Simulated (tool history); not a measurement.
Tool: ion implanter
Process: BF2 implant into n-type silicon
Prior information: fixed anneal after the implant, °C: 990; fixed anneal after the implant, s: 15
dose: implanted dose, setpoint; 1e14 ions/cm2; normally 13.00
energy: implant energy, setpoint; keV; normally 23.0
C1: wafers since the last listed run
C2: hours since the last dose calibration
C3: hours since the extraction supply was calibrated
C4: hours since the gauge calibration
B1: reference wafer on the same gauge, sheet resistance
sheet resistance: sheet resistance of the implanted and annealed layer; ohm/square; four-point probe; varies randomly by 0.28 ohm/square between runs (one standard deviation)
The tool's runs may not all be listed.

{"run": 1, "day": 0.0, "dose": 14.21, "energy": 26.0, "C1": 0, "C2": 1090.8, "C3": 5420.4, "C4": 245.7, "B1": 149.96, "sheet resistance": 172.19}
{"run": 2, "day": 0.408, "dose": 14.21, "energy": 26.0, "C1": 173, "C2": 1100.6, "C3": 5430.2, "C4": 255.5, "B1": 150.01, "sheet resistance": 172.89}
{"run": 3, "day": 1.146, "dose": 13.0, "energy": 23.0, "C1": 313, "C2": 1118.3, "C3": 5447.9, "C4": 273.2, "B1": 150.04, "sheet resistance": 187.35}
{"run": 4, "day": 1.696, "dose": 13.0, "energy": 23.0, "C1": 233, "C2": 1131.5, "C3": 5461.1, "C4": 286.4, "B1": 149.95, "sheet resistance": 186.15}
{"run": 5, "day": 2.95, "dose": 13.0, "energy": 23.0, "C1": 532, "C2": 1161.6, "C3": 5491.2, "C4": 316.5, "B1": 149.97, "sheet resistance": 186.56}
{"run": 6, "day": 3.6, "dose": 12.0, "energy": 23.0, "C1": 275, "C2": 1177.2, "C3": 5506.8, "C4": 332.1, "B1": 150.0, "sheet resistance": 189.61}
{"run": 7, "day": 4.212, "dose": 12.0, "energy": 23.0, "C1": 260, "C2": 1191.9, "C3": 5521.5, "C4": 346.8, "B1": 150.0, "sheet resistance": 189.44}
{"run": 8, "day": 4.554, "dose": 12.0, "energy": 23.0, "C1": 145, "C2": 1200.1, "C3": 5529.7, "C4": 355.0, "B1": 149.98, "sheet resistance": 189.39}
{"run": 9, "day": 5.179, "dose": 13.0, "energy": 23.0, "C1": 265, "C2": 1215.1, "C3": 5544.7, "C4": 370.0, "B1": 150.02, "sheet resistance": 186.82}
{"run": 10, "day": 5.825, "dose": 15.68, "energy": 23.0, "C1": 274, "C2": 1230.6, "C3": 5560.2, "C4": 385.5, "B1": 150.02, "sheet resistance": 181.76}
{"day": 6.525, "done": "Faraday cup replaced and dose calibrated"}
{"run": 11, "day": 6.546, "dose": 15.6, "energy": 23.0, "C1": 164, "C2": 0.5, "C3": 5577.5, "C4": 402.8, "B1": 149.93, "sheet resistance": 182.01}
{"run": 12, "day": 6.646, "dose": 15.6, "energy": 23.0, "C1": 42, "C2": 2.9, "C3": 5579.9, "C4": 405.2, "B1": 150.08, "sheet resistance": 181.92}
{"run": 13, "day": 7.138, "dose": 13.0, "energy": 23.0, "C1": 208, "C2": 14.7, "C3": 5591.7, "C4": 417.0, "B1": 149.97, "sheet resistance": 186.68}
{"run": 14, "day": 7.471, "dose": 13.0, "energy": 23.0, "C1": 141, "C2": 22.7, "C3": 5599.7, "C4": 425.0, "B1": 150.02, "sheet resistance": 186.67}
{"run": 15, "day": 7.942, "dose": 13.0, "energy": 23.0, "C1": 199, "C2": 34.0, "C3": 5611.0, "C4": 436.3, "B1": 150.0, "sheet resistance": 186.69}
{"run": 16, "day": 8.642, "dose": 15.49, "energy": 26.0, "C1": 297, "C2": 50.8, "C3": 5627.8, "C4": 453.1, "B1": 149.95, "sheet resistance": 170.11}
{"run": 17, "day": 9.046, "dose": 9.58, "energy": 17.0, "C1": 171, "C2": 60.5, "C3": 5637.5, "C4": 462.8, "B1": 150.03, "sheet resistance": 229.4}
{"run": 18, "day": 9.5, "dose": 13.0, "energy": 23.0, "C1": 192, "C2": 71.4, "C3": 5648.4, "C4": 473.7, "B1": 150.04, "sheet resistance": 186.87}
{"run": 19, "day": 9.788, "dose": 11.34, "energy": 23.0, "C1": 122, "C2": 78.3, "C3": 5655.3, "C4": 480.6, "B1": 150.0, "sheet resistance": 191.04}
{"run": 20, "day": 10.3, "dose": 16.79, "energy": 16.0, "C1": 217, "C2": 90.6, "C3": 5667.6, "C4": 492.9, "B1": 149.99, "sheet resistance": 215.93}
{"run": 21, "day": 10.704, "dose": 16.19, "energy": 29.5, "C1": 171, "C2": 100.3, "C3": 5677.3, "C4": 502.6, "B1": 150.0, "sheet resistance": 157.95}
{"day": 11.404, "done": "extraction supply calibrated"}
{"run": 22, "day": 11.425, "dose": 11.48, "energy": 20.5, "C1": 164, "C2": 117.6, "C3": 0.5, "C4": 519.9, "B1": 149.97, "sheet resistance": 202.03}
{"run": 23, "day": 11.767, "dose": 13.0, "energy": 27.0, "C1": 145, "C2": 125.8, "C3": 8.7, "C4": 528.1, "B1": 149.96, "sheet resistance": 171.56}
{"run": 24, "day": 12.304, "dose": 13.0, "energy": 23.0, "C1": 228, "C2": 138.7, "C3": 21.6, "C4": 541.0, "B1": 149.97, "sheet resistance": 186.47}
{"day": 13.412, "done": "gauge calibrated"}
{"run": 25, "day": 13.467, "dose": 13.0, "energy": 23.0, "C1": 493, "C2": 166.6, "C3": 49.5, "C4": 1.3, "B1": 150.0, "sheet resistance": 187.13}

Run 26 is up next; what results do you expect?
{"run": 26, "day": 14.058, "dose": 11.77, "energy": 16.5, "C1": 251, "C2": 180.8, "C3": 63.7, "C4": 15.5, "B1": "?", "sheet resistance": "?"}

{"run 26": {"B1": 150.01, "sheet resistance": 224.85}}
Without the tool's hidden state the same run would have given sheet resistance 224.85 ohm/square.
